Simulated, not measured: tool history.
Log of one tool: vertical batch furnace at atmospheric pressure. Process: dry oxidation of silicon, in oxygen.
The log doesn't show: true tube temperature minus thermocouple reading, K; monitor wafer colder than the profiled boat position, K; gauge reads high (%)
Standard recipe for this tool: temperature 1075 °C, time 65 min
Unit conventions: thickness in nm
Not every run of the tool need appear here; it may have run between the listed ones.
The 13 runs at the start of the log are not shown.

run   hour  temperature  time  wafers since the last listed run  hours since the last temperature calibration  hours since the boat lift was adjusted  hours since the gauge calibration  read-back reference wafer on the same gauge, thickness  thickness
 14  317.9         1075    65                               108                                          55.9                                     6.4                              737.6                                                  127.01     122.29
 15  344.4         1075    65                               485                                          82.4                                    32.9                              764.1                                                  126.99     122.52
 16  379.9         1075    65                               650                                         117.9                                    68.4                              799.6                                                  127.01     122.29
     385.2  -- gauge calibrated
 17  431.6         1075    65                               947                                         169.6                                   120.1                               46.4                                                  126.97     122.36
 18  458.7         1088    97                               496                                         196.7                                   147.2                               73.5                                                  127.01      169.5
 19  487.1         1096  93.5                               520                                         225.1                                   175.6                              101.9                                                  126.98     174.38
 20  500.5         1099  76.5                               245                                         238.5                                     189                              115.3                                                  127.03     157.21
 21  534.5         1063    65                               623                                         272.5                                     223                              149.3                                                     127     113.42
 22  566.9         1075    65                               594                                         304.9                                   255.4                              181.7                                                  127.02     121.89
 23  591.5         1075    65                               451                                         329.5                                     280                              206.3                                                  127.02     122.21
 24  624.6         1061  97.5                               606                                         362.6                                   313.1                              239.4                                                  126.98      144.1
 25  641.8         1083  33.5                               315                                         379.8                                   330.3                              256.6                                                  126.98       85.2
 26  658.1         1075    65                               298                                         396.1                                   346.6                              272.9                                                  127.03     121.94
 27  692.4         1064    47                               628                                         430.4                                   380.9                              307.2                                                  127.01      92.51
 28  709.8         1087  87.5                               319                                         447.8                                   398.3                              324.6                                                  126.99     157.69
 29  736.8         1092    49                               495                                         474.8                                   425.3                              351.6                                                  127.03     114.36
 30  761.9         1075    65                               460                                         499.9                                   450.4                              376.7                                                     127     121.38
 31  787.5         1075    65                               469                                         525.5                                     476                              402.3                                                  126.97     121.63
 32  807.1         1075    65                               359                                         545.1                                   495.6                              421.9                                                     127     121.62
 33  835.9         1051  33.5                               528                                         573.9                                   524.4                              450.7                                                  127.02      68.85

Branching from run 33: 3 alternative next runs. What would each branch give?
  A   840         1075    65                                75                                           578                                   528.5                              454.8                                                       ?          ?
  B   840         1055    56                                75                                           578                                   528.5                              454.8                                                       ?          ?
  C   840         1082  85.5                                75                                           578                                   528.5                              454.8                                                       ?          ?

run  read-back reference wafer on the same gauge, thickness  thickness
  A                                                  127.02      121.8
  B                                                  127.02      98.12
  C                                                  127.02     150.69
With the hidden condition removed and each run's random variation left untouched, the same runs would have given:
run  thickness
  A     122.96
  B      98.99
  C     152.14
